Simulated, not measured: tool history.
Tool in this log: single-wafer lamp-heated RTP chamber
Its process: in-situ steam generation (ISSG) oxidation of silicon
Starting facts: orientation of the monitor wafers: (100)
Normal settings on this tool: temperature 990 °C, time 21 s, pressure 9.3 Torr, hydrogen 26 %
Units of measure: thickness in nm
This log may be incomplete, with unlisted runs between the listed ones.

| run | hour | temperature | time | pressure | hydrogen | wafers since the last listed run | wafers since the last pyrometer calibration | hours since the pressure gauge was zeroed | hours since the hydrogen flow controller was replaced | hours since the gauge calibration | read-back reference wafer on the same gauge, thickness | thickness |
|---|---|---|---|---|---|---|---|---|---|---|---|---|
| 1 | 0 | 990 | 21 | 9.3 | 26 | 0 | 1491 | 2932.4 | 3697.3 | 486.5 | 5.422 | 5.877 |
| 2 | 17.2 | 990 | 21 | 9.3 | 26 | 280 | 1772 | 2949.6 | 3714.5 | 503.7 | 5.44 | 5.853 |
| 3 | 41.2 | 990 | 21 | 9.3 | 26 | 391 | 2164 | 2973.6 | 3738.5 | 527.7 | 5.43 | 5.863 |
| 4 | 64.1 | 990 | 21 | 9.3 | 26 | 373 | 2537 | 2996.5 | 3761.4 | 550.6 | 5.429 | 5.827 |
|  | 77.1 | pyrometer window cleaned and pyrometer calibrated |
| 5 | 77.6 | 990 | 21 | 9.3 | 26 | 89 | 8 | 3010 | 3774.9 | 564.1 | 5.425 | 5.64 |
| 6 | 160.6 | 990 | 21 | 9.3 | 26 | 1354 | 1362 | 3093 | 3857.9 | 647.1 | 5.434 | 5.822 |
| 7 | 183.8 | 990 | 21 | 9.3 | 26 | 378 | 1741 | 3116.2 | 3881.1 | 670.3 | 5.432 | 5.784 |
| 8 | 206.7 | 990 | 21 | 9.3 | 26 | 373 | 2114 | 3139.1 | 3904 | 693.2 | 5.433 | 5.786 |
|  | 240.8 | pyrometer window cleaned and pyrometer calibrated |
| 9 | 241.6 | 990 | 21 | 9.3 | 26 | 438 | 12 | 3174 | 3938.9 | 728.1 | 5.432 | 5.607 |
|  | 266.4 | pressure gauge zeroed |
| 10 | 266.9 | 990 | 21 | 9.3 | 26 | 282 | 295 | 0.5 | 3964.2 | 753.4 | 5.425 | 5.7 |
|  | 344.7 | gauge calibrated |
| 11 | 355.6 | 990 | 21 | 9.3 | 26 | 1447 | 1742 | 89.2 | 4052.9 | 10.9 | 5.429 | 5.782 |
|  | 392.6 | pyrometer window cleaned and pyrometer calibrated |
| 12 | 393.1 | 990 | 21 | 9.3 | 26 | 481 | 8 | 126.7 | 4090.4 | 48.4 | 5.431 | 5.676 |
| 13 | 406.1 | 990 | 21 | 9.3 | 26 | 212 | 220 | 139.7 | 4103.4 | 61.4 | 5.423 | 5.656 |
| 14 | 436.6 | 990 | 21 | 9.3 | 26 | 497 | 718 | 170.2 | 4133.9 | 91.9 | 5.438 | 5.731 |
| 15 | 460.6 | 990 | 21 | 9.3 | 26 | 391 | 1110 | 194.2 | 4157.9 | 115.9 | 5.432 | 5.761 |
|  | 474.2 | hydrogen flow controller replaced |
| 16 | 492.2 | 1009 | 13 | 9.3 | 18 | 385 | 1495 | 225.8 | 18 | 147.5 | 5.436 | 4.618 |
| 17 | 518.8 | 976 | 18 | 9.3 | 32 | 434 | 1929 | 252.4 | 44.6 | 174.1 | 5.427 | 5.442 |
| 18 | 539.7 | 990 | 18 | 8.4 | 32 | 341 | 2270 | 273.3 | 65.5 | 195 | 5.421 | 5.82 |
| 19 | 555.1 | 983 | 21 | 9.3 | 26 | 251 | 2521 | 288.7 | 80.9 | 210.4 | 5.428 | 5.678 |
| 20 | 568.6 | 1008 | 16 | 9.3 | 26 | 220 | 2741 | 302.2 | 94.4 | 223.9 | 5.427 | 5.521 |
|  | 577.5 | pyrometer window cleaned and pyrometer calibrated |
| 21 | 586.7 | 1000 | 27 | 8.3 | 17 | 164 | 149 | 320.3 | 112.5 | 242 | 5.424 | 6.054 |
| 22 | 616.7 | 990 | 21 | 9.3 | 26 | 489 | 639 | 350.3 | 142.5 | 272 | 5.428 | 5.734 |
| 23 | 630.6 | 990 | 21 | 9.3 | 26 | 226 | 865 | 364.2 | 156.4 | 285.9 | 5.427 | 5.717 |
| 24 | 649.2 | 990 | 21 | 9.3 | 26 | 303 | 1169 | 382.8 | 175 | 304.5 | 5.423 | 5.745 |
| 25 | 665.9 | 990 | 21 | 9.3 | 26 | 272 | 1441 | 399.5 | 191.7 | 321.2 | 5.43 | 5.744 |
| 26 | 679 | 980 | 21 | 9.3 | 26 | 213 | 1655 | 412.6 | 204.8 | 334.3 | 5.429 | 5.551 |
| 27 | 709.5 | 990 | 21 | 9.3 | 26 | 497 | 2153 | 443.1 | 235.3 | 364.8 | 5.431 | 5.812 |

Run 28 has not been measured yet. What should we expect?
| 28 | 728.6 | 997 | 21 | 10.2 | 32 | 311 | 2465 | 462.2 | 254.4 | 383.9 | ? | ? |

Run 28 came out at read-back reference wafer on the same gauge, thickness 5.43, thickness 6.115 nm.
Take away the tool's hidden state, keep the run-to-run variation as it was, and the same run would have given thickness 5.893 nm.
